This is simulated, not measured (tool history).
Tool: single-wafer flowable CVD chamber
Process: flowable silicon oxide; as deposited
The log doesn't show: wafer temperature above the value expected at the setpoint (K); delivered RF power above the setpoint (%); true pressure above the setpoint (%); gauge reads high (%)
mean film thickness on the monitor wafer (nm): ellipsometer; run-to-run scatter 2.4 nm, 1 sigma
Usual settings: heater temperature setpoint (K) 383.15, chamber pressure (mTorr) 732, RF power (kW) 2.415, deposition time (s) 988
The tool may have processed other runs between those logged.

run	hour	heater temperature setpoint (K)	chamber pressure (mTorr)	RF power (kW)	deposition time (s)	wafers since the last listed run	hours since the last thermocouple change	hours since the last RF generator calibration	hours since the last manometer calibration	hours since the showerhead was replaced	hours since the gauge calibration	read-back reference wafer on the same gauge, thickness_nm	mean film thickness on the monitor wafer (nm)
1	0	383.15	845	2.77	988	0	985.2	828.1	1847.8	8267.8	892.1	365.087	481.272
2	104.1	394.15	732	2.415	988	285	1089.3	932.2	1951.9	8371.9	996.2	365.214	282.653
3	148.4	394.15	732	2.415	988	121	1133.6	976.5	1996.2	8416.2	1040.5	365.249	282.491
4	198.2	383.15	732	2.415	878	136	1183.4	1026.3	2046	8466	1090.3	365.703	364.345
5	246.8	383.15	732	2.415	878	133	1232	1074.9	2094.6	8514.6	1138.9	365.473	363.703
6	349.8	383.15	732	2.415	878	282	1335	1177.9	2197.6	8617.6	1241.9	364.642	366.01
# hour 407: showerhead replaced, of another model than before
7	436.5	383.15	732	2.415	988	216	1421.7	1264.6	2284.3	29.5	1328.6	365.517	416.42
# hour 491.5: gauge calibrated
# hour 546.6: capacitance manometer re-zeroed and calibrated
# hour 588.6: thermocouple changed; heater temperature recalibrated
8	601.2	383.15	732	2.415	988	408	12.6	1429.3	54.6	194.2	109.7	365.929	399.212
9	646.2	383.15	781	2.02	813	123	57.6	1474.3	99.6	239.2	154.7	365.36	322.177
10	736.9	383.15	668	2.62	988	248	148.3	1565	190.3	329.9	245.4	365.258	385.142
11	834	383.15	850	2.415	988	266	245.4	1662.1	287.4	427	342.5	365.085	445.661
12	927.4	369.15	841	2.855	909	256	338.8	1755.5	380.8	520.4	435.9	364.73	713.546
13	990.6	383.15	732	2.415	988	173	402	1818.7	444	583.6	499.1	364.713	410.469
14	1049.1	397.15	570	1.99	1144	160	460.5	1877.2	502.5	642.1	557.6	364.148	232.541
15	1123.5	387.15	608	2.17	988	204	534.9	1951.6	576.9	716.5	632	364.605	306.193
16	1176	383.15	732	2.415	988	144	587.4	2004.1	629.4	769	684.5	364.743	411.052
17	1255.4	383.15	732	2.575	988	217	666.8	2083.5	708.8	848.4	763.9	364.572	415.091
18	1308.9	388.15	685	2.415	835	146	720.3	2137	762.3	901.9	817.4	365.428	279.977
# hour 1321.5: RF generator calibrated
19	1377.6	388.15	685	2.415	835	166	789	56.1	831	970.6	886.1	364.74	278.37
20	1471.3	369.15	663	2.855	1081	257	882.7	149.8	924.7	1064.3	979.8	365.696	730.29
21	1553.3	383.15	732	2.415	885	225	964.7	231.8	1006.7	1146.3	1061.8	364.556	366.481
22	1618.9	369.15	782	2.415	870	180	1030.3	297.4	1072.3	1211.9	1127.4	364.134	643.948
23	1689.4	392.15	565	2.415	1077	193	1100.8	367.9	1142.8	1282.4	1197.9	364.395	278.628
24	1753	374.15	905	2.825	988	174	1164.4	431.5	1206.4	1346	1261.5	366.078	701.072
25	1794.7	388.15	685	2.415	835	114	1206.1	473.2	1248.1	1387.7	1303.2	365.485	277.422
26	1897.2	383.15	732	2.415	934	281	1308.6	575.7	1350.6	1490.2	1405.7	365.012	388.03
27	1990	373.15	732	2.77	919	254	1401.4	668.5	1443.4	1583	1498.5	365.051	578.588
28	2057.3	374.15	894	2.415	813	184	1468.7	735.8	1510.7	1650.3	1565.8	365.062	556.06

For some of the steps in mean film thickness on the monitor wafer (nm) from one run to the next: how much would appear even if the tool had no hidden state, given the settings, what came in and random variation, and how much remains for the hidden state plus any gauge scatter that the measured result and the result without hidden state don't share?
Run 19 -> 20: heater temperature setpoint (K) 388.15 -> 369.15, chamber pressure (mTorr) 685 -> 663, RF power (kW) 2.415 -> 2.855, deposition time (s) 835 -> 1081. mean film thickness on the monitor wafer (nm) +451.92: hidden state +22.543, all else +429.377.
Run 23 -> 24: heater temperature setpoint (K) 392.15 -> 374.15, chamber pressure (mTorr) 565 -> 905, RF power (kW) 2.415 -> 2.825, deposition time (s) 1077 -> 988. mean film thickness on the monitor wafer (nm) +422.444: hidden state +22.03, all else +400.414.
Run 24 -> 25: heater temperature setpoint (K) 374.15 -> 388.15, chamber pressure (mTorr) 905 -> 685, RF power (kW) 2.825 -> 2.415, deposition time (s) 988 -> 835. mean film thickness on the monitor wafer (nm) -423.65: hidden state -21.314, all else -402.336.

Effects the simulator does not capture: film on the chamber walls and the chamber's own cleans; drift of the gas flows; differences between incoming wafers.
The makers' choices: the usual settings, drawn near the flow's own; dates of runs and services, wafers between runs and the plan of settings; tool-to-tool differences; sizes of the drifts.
